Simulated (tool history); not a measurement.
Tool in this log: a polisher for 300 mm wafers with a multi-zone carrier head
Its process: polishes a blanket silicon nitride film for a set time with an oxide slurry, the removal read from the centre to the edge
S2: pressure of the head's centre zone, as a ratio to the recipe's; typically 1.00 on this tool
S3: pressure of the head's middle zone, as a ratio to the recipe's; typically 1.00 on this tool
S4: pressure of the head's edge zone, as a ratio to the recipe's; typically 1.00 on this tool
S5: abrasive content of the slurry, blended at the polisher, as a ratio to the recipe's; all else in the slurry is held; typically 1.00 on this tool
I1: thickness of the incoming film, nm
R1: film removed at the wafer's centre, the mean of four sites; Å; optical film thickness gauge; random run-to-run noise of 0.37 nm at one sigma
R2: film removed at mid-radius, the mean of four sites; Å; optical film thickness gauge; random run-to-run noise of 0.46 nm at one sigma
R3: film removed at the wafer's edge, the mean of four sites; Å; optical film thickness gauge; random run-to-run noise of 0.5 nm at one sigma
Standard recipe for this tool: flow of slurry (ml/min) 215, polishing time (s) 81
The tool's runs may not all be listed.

run 1 day=0.000 | flow_of_slurry_(ml/min)=215 S2=1.00 S3=1.00 S4=1.00 S5=1.05 polishing_time_(s)=81 | I1=402.2 | R1=584 R2=585 R3=603
-- day=0.471 worn pad replaced by a new one
run 2 day=1.883 | flow_of_slurry_(ml/min)=215 S2=1.00 S3=1.00 S4=1.00 S5=1.05 polishing_time_(s)=81 | I1=407.4 | R1=586 R2=589 R3=593
-- day=2.933 carrier head's membrane replaced by a new one
-- day=3.504 edge zone pressure recalibrated
-- day=4.775 slurry nozzle cleaned
run 3 day=5.229 | flow_of_slurry_(ml/min)=215 S2=1.00 S3=1.00 S4=1.00 S5=1.05 polishing_time_(s)=81 | I1=409.1 | R1=581 R2=601 R3=597
run 4 day=8.792 | flow_of_slurry_(ml/min)=215 S2=1.00 S3=1.00 S4=1.00 S5=1.00 polishing_time_(s)=81 | I1=407.7 | R1=573 R2=592 R3=588
run 5 day=10.604 | flow_of_slurry_(ml/min)=215 S2=1.00 S3=1.00 S4=1.00 S5=1.00 polishing_time_(s)=67 | I1=412.9 | R1=473 R2=486 R3=498
run 6 day=14.271 | flow_of_slurry_(ml/min)=215 S2=1.00 S3=1.00 S4=1.00 S5=1.00 polishing_time_(s)=81 | I1=411.9 | R1=561 R2=585 R3=598
run 7 day=18.533 | flow_of_slurry_(ml/min)=215 S2=1.00 S3=1.00 S4=1.00 S5=1.25 polishing_time_(s)=59 | I1=410.6 | R1=445 R2=460 R3=469
-- day=20.871 worn pad replaced by a new one
run 8 day=30.850 | flow_of_slurry_(ml/min)=215 S2=1.00 S3=1.00 S4=1.00 S5=0.80 polishing_time_(s)=63 | I1=402.9 | R1=401 R2=423 R3=429
-- day=32.483 centre zone pressure recalibrated
run 9 day=33.325 | flow_of_slurry_(ml/min)=145 S2=1.00 S3=1.00 S4=1.04 S5=1.15 polishing_time_(s)=96 | I1=410.5 | R1=695 R2=698 R3=730
-- day=34.471 slurry nozzle cleaned
run 10 day=37.496 | flow_of_slurry_(ml/min)=215 S2=1.00 S3=1.00 S4=1.00 S5=0.80 polishing_time_(s)=63 | I1=409.1 | R1=421 R2=425 R3=431
run 11 day=39.871 | flow_of_slurry_(ml/min)=215 S2=1.09 S3=1.00 S4=1.07 S5=1.00 polishing_time_(s)=95 | I1=407.1 | R1=742 R2=679 R3=717
-- day=41.775 worn pad replaced by a new one
run 12 day=42.108 | flow_of_slurry_(ml/min)=215 S2=1.00 S3=0.92 S4=1.00 S5=1.00 polishing_time_(s)=56 | I1=406.2 | R1=394 R2=374 R3=414
run 13 day=44.642 | flow_of_slurry_(ml/min)=215 S2=1.04 S3=1.00 S4=1.00 S5=1.00 polishing_time_(s)=81 | I1=410.2 | R1=599 R2=586 R3=598
run 14 day=47.792 | flow_of_slurry_(ml/min)=215 S2=1.00 S3=1.00 S4=1.00 S5=1.00 polishing_time_(s)=81 | I1=410.1 | R1=567 R2=583 R3=599
run 15 day=50.738 | flow_of_slurry_(ml/min)=215 S2=1.00 S3=1.00 S4=0.91 S5=1.00 polishing_time_(s)=81 | I1=412.8 | R1=565 R2=587 R3=570
-- day=51.188 edge zone pressure recalibrated
run 16 day=54.829 | flow_of_slurry_(ml/min)=290 S2=0.96 S3=1.00 S4=0.91 S5=1.20 polishing_time_(s)=81 | I1=410.3 | R1=590 R2=634 R3=614
run 17 day=56.762 | flow_of_slurry_(ml/min)=175 S2=1.00 S3=1.00 S4=1.00 S5=1.00 polishing_time_(s)=81 | I1=406.1 | R1=550 R2=566 R3=591
-- day=60.438 slurry nozzle cleaned
run 18 day=60.621 | flow_of_slurry_(ml/min)=215 S2=1.00 S3=1.00 S4=1.00 S5=0.70 polishing_time_(s)=81 | I1=404.9 | R1=496 R2=520 R3=534
run 19 day=64.121 | flow_of_slurry_(ml/min)=150 S2=1.08 S3=1.00 S4=0.93 S5=1.25 polishing_time_(s)=81 | I1=406.8 | R1=624 R2=606 R3=603
-- day=66.342 worn pad replaced by a new one
run 20 day=68.317 | flow_of_slurry_(ml/min)=180 S2=1.00 S3=1.00 S4=1.11 S5=0.85 polishing_time_(s)=81 | I1=408.1 | R1=524 R2=543 R3=582
run 21 day=71.646 | flow_of_slurry_(ml/min)=215 S2=1.00 S3=0.90 S4=0.93 S5=1.25 polishing_time_(s)=81 | I1=409.3 | R1=596 R2=571 R3=620
run 22 day=73.958 | flow_of_slurry_(ml/min)=215 S2=1.00 S3=1.00 S4=1.00 S5=1.00 polishing_time_(s)=81 | I1=412.8 | R1=553 R2=586 R3=597

Alternative continuations, all from the tool just after run 22; predict every row:
run A day=73.975 | flow_of_slurry_(ml/min)=260 S2=1.00 S3=1.00 S4=1.00 S5=1.00 polishing_time_(s)=81 | I1=407.7 | R1=? R2=? R3=?
run B day=73.975 | flow_of_slurry_(ml/min)=215 S2=0.94 S3=1.00 S4=0.96 S5=1.15 polishing_time_(s)=81 | I1=407.7 | R1=? R2=? R3=?
run C day=73.975 | flow_of_slurry_(ml/min)=260 S2=1.00 S3=1.12 S4=1.00 S5=1.00 polishing_time_(s)=81 | I1=407.7 | R1=? R2=? R3=?

run=A R1=562 R2=595 R3=600
run=B R1=543 R2=614 R3=609
run=C R1=562 R2=655 R3=599
The same runs, with their run-to-run variation unchanged, on a tool lacking any hidden condition would have given:
run=A R1=597 R2=595 R3=600
run=B R1=578 R2=613 R3=609
run=C R1=598 R2=655 R3=599
